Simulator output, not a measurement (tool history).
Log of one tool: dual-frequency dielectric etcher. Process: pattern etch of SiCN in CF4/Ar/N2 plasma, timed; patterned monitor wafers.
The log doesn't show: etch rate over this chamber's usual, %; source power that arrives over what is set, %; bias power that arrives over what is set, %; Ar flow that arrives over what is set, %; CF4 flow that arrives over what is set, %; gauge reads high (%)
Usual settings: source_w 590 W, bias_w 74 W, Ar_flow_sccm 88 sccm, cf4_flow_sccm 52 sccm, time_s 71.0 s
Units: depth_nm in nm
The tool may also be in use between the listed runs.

| run | day | source_w | bias_w | Ar_flow_sccm | cf4_flow_sccm | time_s | wafers since the last listed run | hours since the last wet clean | hours since the last source power generator calibration | hours since the last bias power generator calibration | hours since the last Ar flow controller change | hours since the last CF4 flow controller change | hours since the last upper electrode change | hours since the gauge calibration | read-back reference wafer on the same gauge, depth_nm | depth_nm |
|---|---|---|---|---|---|---|---|---|---|---|---|---|---|---|---|---|
| 1 | 0.000 | 590 | 74 | 81 | 52 | 71.0 | 0 | 422.2 | 3040.3 | 3948.9 | 2582.7 | 1916.2 | 2537.9 | 422.8 | 56.6 | 68.5 |
| 2 | 0.621 | 590 | 74 | 81 | 52 | 71.0 | 185 | 437.1 | 3055.2 | 3963.8 | 2597.6 | 1931.1 | 2552.8 | 437.7 | 56.5 | 68.9 |
| 3 | 1.854 | 590 | 60 | 88 | 43 | 71.0 | 368 | 466.7 | 3084.8 | 3993.4 | 2627.2 | 1960.7 | 2582.4 | 467.3 | 56.6 | 60.7 |
| 4 | 3.038 | 590 | 60 | 88 | 43 | 71.0 | 353 | 495.1 | 3113.2 | 4021.8 | 2655.6 | 1989.1 | 2610.8 | 495.7 | 56.5 | 60.5 |
| 5 | 4.508 | 590 | 74 | 88 | 52 | 71.0 | 439 | 530.4 | 3148.5 | 4057.1 | 2690.9 | 2024.4 | 2646.1 | 531.0 | 56.5 | 67.1 |
| 6 | 5.067 | 590 | 74 | 88 | 52 | 71.0 | 166 | 543.8 | 3161.9 | 4070.5 | 2704.3 | 2037.8 | 2659.5 | 544.4 | 56.7 | 67.2 |
| 7 | 5.771 | 690 | 74 | 88 | 42 | 71.0 | 210 | 560.7 | 3178.8 | 4087.4 | 2721.2 | 2054.7 | 2676.4 | 561.3 | 56.6 | 76.3 |
|  | 7.342 | wet clean of the chamber |
| 8 | 7.362 | 590 | 88 | 88 | 64 | 79.5 | 176 | 0.5 | 3217.0 | 4125.6 | 2759.4 | 2092.9 | 2714.6 | 599.5 | 56.8 | 86.1 |
| 9 | 7.450 | 590 | 74 | 81 | 52 | 71.0 | 26 | 2.6 | 3219.1 | 4127.7 | 2761.5 | 2095.0 | 2716.7 | 601.6 | 56.5 | 71.5 |
|  | 8.283 | bias power generator calibrated |
| 10 | 8.562 | 470 | 74 | 88 | 52 | 55.0 | 282 | 29.3 | 3245.8 | 6.7 | 2788.2 | 2121.7 | 2743.4 | 628.3 | 56.5 | 42.8 |
|  | 8.596 | gauge calibrated |
|  | 9.838 | upper electrode replaced, of another model than before |
| 11 | 9.892 | 460 | 74 | 88 | 52 | 71.0 | 98 | 61.2 | 3277.7 | 38.6 | 2820.1 | 2153.6 | 1.3 | 31.1 | 56.7 | 58.0 |
| 12 | 10.850 | 590 | 84 | 98 | 52 | 71.0 | 286 | 84.2 | 3300.7 | 61.6 | 2843.1 | 2176.6 | 24.3 | 54.1 | 56.7 | 74.0 |
| 13 | 11.725 | 590 | 74 | 80 | 52 | 71.0 | 261 | 105.2 | 3321.7 | 82.6 | 2864.1 | 2197.6 | 45.3 | 75.1 | 56.6 | 71.0 |
| 14 | 12.421 | 640 | 74 | 81 | 52 | 71.0 | 207 | 121.9 | 3338.4 | 99.3 | 2880.8 | 2214.3 | 62.0 | 91.8 | 56.5 | 75.8 |
|  | 13.508 | source power generator calibrated |
| 15 | 13.529 | 590 | 74 | 88 | 52 | 71.0 | 281 | 148.5 | 0.5 | 125.9 | 2907.4 | 2240.9 | 88.6 | 118.4 | 56.5 | 70.7 |
|  | 14.325 | Ar flow controller replaced |
| 16 | 14.450 | 590 | 67 | 88 | 52 | 92.0 | 200 | 170.6 | 22.6 | 148.0 | 3.0 | 2263.0 | 110.7 | 140.5 | 56.5 | 84.1 |
|  | 15.225 | CF4 flow controller replaced |
| 17 | 15.246 | 530 | 74 | 88 | 52 | 71.0 | 163 | 189.7 | 41.7 | 167.1 | 22.1 | 0.5 | 129.8 | 159.6 | 56.5 | 63.7 |
| 18 | 16.488 | 640 | 74 | 88 | 52 | 71.0 | 371 | 219.5 | 71.5 | 196.9 | 51.9 | 30.3 | 159.6 | 189.4 | 56.7 | 72.4 |
| 19 | 17.288 | 590 | 74 | 88 | 52 | 71.0 | 239 | 238.7 | 90.7 | 216.1 | 71.1 | 49.5 | 178.8 | 208.6 | 56.8 | 69.7 |
| 20 | 21.571 | 590 | 84 | 88 | 52 | 71.0 | 1280 | 341.5 | 193.5 | 318.9 | 173.9 | 152.3 | 281.6 | 311.4 | 56.6 | 73.8 |
| 21 | 22.596 | 590 | 74 | 88 | 52 | 71.0 | 306 | 366.1 | 218.1 | 343.5 | 198.5 | 176.9 | 306.2 | 336.0 | 56.6 | 68.0 |

4 ways to go on from here, each from the tool as it stands after run 21. What would each give?
| A | 22.612 | 590 | 74 | 88 | 52 | 71.0 | 4 | 366.5 | 218.5 | 343.9 | 198.9 | 177.3 | 306.6 | 336.4 | ? | ? |
| B | 22.612 | 490 | 91 | 81 | 52 | 56.0 | 4 | 366.5 | 218.5 | 343.9 | 198.9 | 177.3 | 306.6 | 336.4 | ? | ? |
| C | 22.612 | 590 | 74 | 66 | 52 | 88.0 | 4 | 366.5 | 218.5 | 343.9 | 198.9 | 177.3 | 306.6 | 336.4 | ? | ? |
| D | 22.612 | 590 | 74 | 88 | 59 | 87.5 | 4 | 366.5 | 218.5 | 343.9 | 198.9 | 177.3 | 306.6 | 336.4 | ? | ? |

| run | read-back reference wafer on the same gauge, depth_nm | depth_nm |
|---|---|---|
| A | 56.7 | 68.1 |
| B | 56.7 | 54.1 |
| C | 56.7 | 91.1 |
| D | 56.7 | 85.3 |
Without the tool's hidden state the same runs would have given:
| run | depth_nm |
|---|---|
| A | 70.6 |
| B | 56.1 |
| C | 94.4 |
| D | 88.5 |
